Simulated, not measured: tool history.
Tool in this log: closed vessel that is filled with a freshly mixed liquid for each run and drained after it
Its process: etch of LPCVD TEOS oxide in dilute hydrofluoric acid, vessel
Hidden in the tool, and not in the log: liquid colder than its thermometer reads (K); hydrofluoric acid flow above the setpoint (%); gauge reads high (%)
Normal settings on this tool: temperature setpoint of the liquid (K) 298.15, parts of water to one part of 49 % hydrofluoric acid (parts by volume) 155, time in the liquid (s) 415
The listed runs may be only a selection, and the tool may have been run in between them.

run     day  temperature setpoint of the liquid (K)  parts of water to one part of 49 % hydrofluoric acid (parts by volume)  time in the liquid (s)  wafers since the last listed run  hours since the thermometer was replaced  hours since the hydrofluoric acid flow meter was replaced  hours since the gauge calibration  read-back film thickness of the LPCVD TEOS oxide reference wafer, read on the same gauge (nm)  thickness taken off the LPCVD TEOS oxide on a monitor wafer (angstrom)
  1       0                                  298.15                                                                     155                     245                                 0                                       442                                                      891.7                             1260.3                                                                                          85.23                                                                   244.1
      0.121  -- gauge calibrated
  2   1.483                                  298.15                                                                     185                     605                              1974                                     477.6                                                      927.3                               32.7                                                                                          89.69                                                                     513
      2.025  -- thermometer replaced
  3   3.358                                  298.15                                                                     155                     415                              2440                                        32                                                      972.3                               77.7                                                                                          89.24                                                                   435.8
  4   4.475                                  298.15                                                                     155                     415                              1486                                      58.8                                                      999.1                              104.5                                                                                          88.97                                                                   434.6
  5   6.996                                  298.15                                                                     155                     255                              3355                                     119.3                                                     1059.6                                165                                                                                          88.47                                                                   265.4
  6   8.317                                  298.15                                                                     155                     255                              1758                                       151                                                     1091.3                              196.7                                                                                          88.23                                                                   262.7
  7  10.933                                  298.15                                                                     155                     415                              3482                                     213.8                                                     1154.1                              259.5                                                                                          87.79                                                                   424.7
  8  13.821                                  298.15                                                                     155                     415                              3843                                     283.1                                                     1223.4                              328.8                                                                                          87.39                                                                     424
  9  15.417                                  298.15                                                                     155                     550                              2124                                     321.4                                                     1261.7                              367.1                                                                                          87.18                                                                   562.7
 10  18.321                                  298.15                                                                      75                     500                              3865                                     391.1                                                     1331.4                              436.8                                                                                          86.84                                                                  1173.5
 11  19.679                                  301.65                                                                     110                     220                              1807                                     423.7                                                       1364                              469.4                                                                                          86.72                                                                   381.2
 12  20.788                                  298.15                                                                     155                     270                              1475                                     450.3                                                     1390.6                                496                                                                                          86.62                                                                   274.1
 13  23.362                                  294.65                                                                     155                     205                              3427                                     512.1                                                     1452.4                              557.8                                                                                          86.38                                                                   181.8
     25.158  -- thermometer replaced
 14   26.25                                  298.15                                                                     155                     280                              3787                                      26.2                                                     1521.7                              627.1                                                                                          86.17                                                                   285.6
 15   28.25                                  300.15                                                                     155                     415                              2661                                      74.2                                                     1569.7                              675.1                                                                                          86.06                                                                   451.8
 16  34.454                                  301.65                                                                     155                     415                              8257                                     223.1                                                     1718.6                                824                                                                                           85.7                                                                   471.9
 17    36.3                                  298.15                                                                     155                     415                              2456                                     267.4                                                     1762.9                              868.3                                                                                          85.62                                                                   414.3
 18  37.521                                  298.15                                                                     175                     240                              1624                                     296.7                                                     1792.2                              897.6                                                                                          85.58                                                                   208.1
 19  40.371                                  299.65                                                                     155                     415                              3793                                     365.1                                                     1860.6                                966                                                                                          85.48                                                                   437.7
 20  41.962                                  302.65                                                                     235                     585                              2118                                     403.3                                                     1898.8                             1004.2                                                                                          85.42                                                                   410.1
 21    43.9                                  298.15                                                                     155                     415                              2578                                     449.8                                                     1945.3                             1050.7                                                                                          85.39                                                                   418.2
 22  45.533                                  302.15                                                                     155                     415                              2173                                       489                                                     1984.5                             1089.9                                                                                          85.35                                                                   481.6
 23  48.092                                  294.15                                                                     155                     500                              3405                                     550.4                                                     2045.9                             1151.3                                                                                          85.29                                                                   429.9

The next listed run, before its measurement:
     48.942  -- thermometer replaced
     50.333  -- gauge calibrated
 24  51.05                                  298.15                                                                     155                     415                              3882                                      50.6                                                     2116.9                               17.2                                                                                              ?                                                                       ?

For run 24 the tool returned read-back film thickness of the LPCVD TEOS oxide reference wafer, read on the same gauge (nm) 89.97, thickness taken off the LPCVD TEOS oxide on a monitor wafer (angstrom) 434.9.
If the tool had no hidden condition, the same run with the same run-to-run variation would have returned thickness taken off the LPCVD TEOS oxide on a monitor wafer (angstrom) 434.9.
